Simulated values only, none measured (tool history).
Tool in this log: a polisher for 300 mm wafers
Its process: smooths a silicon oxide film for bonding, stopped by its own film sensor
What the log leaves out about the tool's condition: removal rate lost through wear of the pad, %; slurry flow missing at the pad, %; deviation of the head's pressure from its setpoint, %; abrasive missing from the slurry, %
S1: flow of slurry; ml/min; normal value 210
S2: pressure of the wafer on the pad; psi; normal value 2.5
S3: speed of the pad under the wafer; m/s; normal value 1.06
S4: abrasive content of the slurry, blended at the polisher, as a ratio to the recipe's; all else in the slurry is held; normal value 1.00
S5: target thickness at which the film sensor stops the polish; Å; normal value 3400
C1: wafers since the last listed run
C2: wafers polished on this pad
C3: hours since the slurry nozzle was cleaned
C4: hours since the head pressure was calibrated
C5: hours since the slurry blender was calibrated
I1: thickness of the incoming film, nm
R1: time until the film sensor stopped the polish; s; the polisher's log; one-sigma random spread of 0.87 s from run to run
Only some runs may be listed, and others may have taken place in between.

{"run": 1, "hour": 0.0, "S1": 210, "S2": 2.5, "S3": 1.06, "S4": 1.0, "S5": 3400, "C1": 0, "C2": 141, "C3": 18.5, "C4": 1397.4, "C5": 198.3, "I1": 438.0, "R1": 109.1}
{"run": 2, "hour": 13.0, "S1": 210, "S2": 2.5, "S3": 1.06, "S4": 1.0, "S5": 3400, "C1": 96, "C2": 238, "C3": 31.5, "C4": 1410.4, "C5": 211.3, "I1": 437.6, "R1": 109.0}
{"hour": 41.3, "done": "slurry blender recalibrated"}
{"run": 3, "hour": 45.6, "S1": 210, "S2": 2.5, "S3": 1.06, "S4": 1.0, "S5": 3400, "C1": 227, "C2": 465, "C3": 64.1, "C4": 1443.0, "C5": 4.3, "I1": 445.1, "R1": 111.8}
{"run": 4, "hour": 62.1, "S1": 210, "S2": 2.5, "S3": 1.06, "S4": 1.0, "S5": 3400, "C1": 122, "C2": 587, "C3": 80.6, "C4": 1459.5, "C5": 20.8, "I1": 440.9, "R1": 107.9}
{"run": 5, "hour": 94.1, "S1": 210, "S2": 2.5, "S3": 1.06, "S4": 1.0, "S5": 3400, "C1": 237, "C2": 825, "C3": 112.6, "C4": 1491.5, "C5": 52.8, "I1": 444.9, "R1": 117.1}
{"run": 6, "hour": 108.2, "S1": 210, "S2": 2.5, "S3": 1.06, "S4": 1.0, "S5": 3400, "C1": 104, "C2": 930, "C3": 126.7, "C4": 1505.6, "C5": 66.9, "I1": 443.9, "R1": 116.0}
{"hour": 122.6, "done": "worn pad replaced by a new one"}
{"run": 7, "hour": 140.5, "S1": 210, "S2": 2.5, "S3": 1.06, "S4": 1.0, "S5": 3400, "C1": 210, "C2": 133, "C3": 159.0, "C4": 1537.9, "C5": 99.2, "I1": 441.7, "R1": 118.1}
{"hour": 181.8, "done": "slurry nozzle cleaned"}
{"run": 8, "hour": 213.2, "S1": 210, "S2": 2.0, "S3": 1.06, "S4": 1.0, "S5": 3400, "C1": 532, "C2": 665, "C3": 31.4, "C4": 1610.6, "C5": 171.9, "I1": 434.5, "R1": 127.7}
{"run": 9, "hour": 247.1, "S1": 210, "S2": 2.0, "S3": 1.06, "S4": 1.0, "S5": 3400, "C1": 251, "C2": 917, "C3": 65.3, "C4": 1644.5, "C5": 205.8, "I1": 435.7, "R1": 132.5}
{"hour": 258.6, "done": "worn pad replaced by a new one"}
{"run": 10, "hour": 269.8, "S1": 210, "S2": 2.5, "S3": 1.06, "S4": 1.0, "S5": 3400, "C1": 138, "C2": 83, "C3": 88.0, "C4": 1667.2, "C5": 228.5, "I1": 440.6, "R1": 116.2}
{"hour": 277.1, "done": "head pressure recalibrated"}
{"run": 11, "hour": 299.5, "S1": 245, "S2": 2.7, "S3": 1.06, "S4": 1.25, "S5": 3240, "C1": 205, "C2": 289, "C3": 117.7, "C4": 22.4, "C5": 258.2, "I1": 440.7, "R1": 117.5}
{"run": 12, "hour": 314.3, "S1": 210, "S2": 2.5, "S3": 1.06, "S4": 1.0, "S5": 3400, "C1": 109, "C2": 399, "C3": 132.5, "C4": 37.2, "C5": 273.0, "I1": 432.9, "R1": 108.0}
{"hour": 334.7, "done": "slurry blender recalibrated"}
{"run": 13, "hour": 345.6, "S1": 150, "S2": 2.5, "S3": 1.06, "S4": 1.0, "S5": 3150, "C1": 217, "C2": 616, "C3": 163.8, "C4": 68.5, "C5": 10.9, "I1": 443.6, "R1": 151.2}
{"run": 14, "hour": 362.2, "S1": 250, "S2": 2.5, "S3": 1.06, "S4": 1.0, "S5": 3400, "C1": 123, "C2": 739, "C3": 180.4, "C4": 85.1, "C5": 27.5, "I1": 434.8, "R1": 105.0}
{"hour": 386.4, "done": "slurry nozzle cleaned"}
{"hour": 394.3, "done": "worn pad replaced by a new one"}
{"run": 15, "hour": 397.3, "S1": 210, "S2": 2.0, "S3": 1.06, "S4": 1.0, "S5": 3400, "C1": 223, "C2": 22, "C3": 10.9, "C4": 120.2, "C5": 62.6, "I1": 436.6, "R1": 126.3}
{"run": 16, "hour": 425.8, "S1": 210, "S2": 2.5, "S3": 1.06, "S4": 1.0, "S5": 3400, "C1": 211, "C2": 234, "C3": 39.4, "C4": 148.7, "C5": 91.1, "I1": 438.6, "R1": 108.2}
{"run": 17, "hour": 445.5, "S1": 210, "S2": 2.5, "S3": 1.06, "S4": 1.0, "S5": 3610, "C1": 146, "C2": 380, "C3": 59.1, "C4": 168.4, "C5": 110.8, "I1": 446.5, "R1": 93.9}
{"run": 18, "hour": 461.3, "S1": 210, "S2": 1.7, "S3": 1.06, "S4": 1.3, "S5": 3400, "C1": 117, "C2": 498, "C3": 74.9, "C4": 184.2, "C5": 126.6, "I1": 441.7, "R1": 141.1}
{"run": 19, "hour": 510.3, "S1": 230, "S2": 2.5, "S3": 1.06, "S4": 1.0, "S5": 3400, "C1": 364, "C2": 862, "C3": 123.9, "C4": 233.2, "C5": 175.6, "I1": 438.2, "R1": 111.3}
{"run": 20, "hour": 526.3, "S1": 210, "S2": 2.5, "S3": 1.06, "S4": 1.0, "S5": 3720, "C1": 118, "C2": 980, "C3": 139.9, "C4": 249.2, "C5": 191.6, "I1": 436.7, "R1": 73.6}
{"hour": 543.6, "done": "worn pad replaced by a new one"}
{"run": 21, "hour": 558.6, "S1": 210, "S2": 2.5, "S3": 1.06, "S4": 1.0, "S5": 3400, "C1": 210, "C2": 111, "C3": 172.2, "C4": 281.5, "C5": 223.9, "I1": 443.4, "R1": 119.4}

4 ways to go on from here, each from the tool as it stands after run 21. What would each give?
{"run": "A", "hour": 559.0, "S1": 210, "S2": 2.5, "S3": 1.06, "S4": 0.75, "S5": 3400, "C1": 2, "C2": 114, "C3": 172.6, "C4": 281.9, "C5": 224.3, "I1": 434.3, "R1": "?"}
{"run": "B", "hour": 559.0, "S1": 210, "S2": 2.7, "S3": 1.06, "S4": 1.0, "S5": 3400, "C1": 2, "C2": 114, "C3": 172.6, "C4": 281.9, "C5": 224.3, "I1": 434.3, "R1": "?"}
{"run": "C", "hour": 559.0, "S1": 210, "S2": 2.5, "S3": 1.06, "S4": 0.85, "S5": 3400, "C1": 2, "C2": 114, "C3": 172.6, "C4": 281.9, "C5": 224.3, "I1": 434.3, "R1": "?"}
{"run": "D", "hour": 559.0, "S1": 150, "S2": 1.9, "S3": 1.06, "S4": 1.0, "S5": 3400, "C1": 2, "C2": 114, "C3": 172.6, "C4": 281.9, "C5": 224.3, "I1": 434.3, "R1": "?"}

run=A R1=117.9
run=B R1=102.4
run=C R1=114.0
run=D R1=144.4
What these runs would have given with no unlogged condition in the tool:
run=A R1=105.0
run=B R1=91.7
run=C R1=101.8
run=D R1=127.1
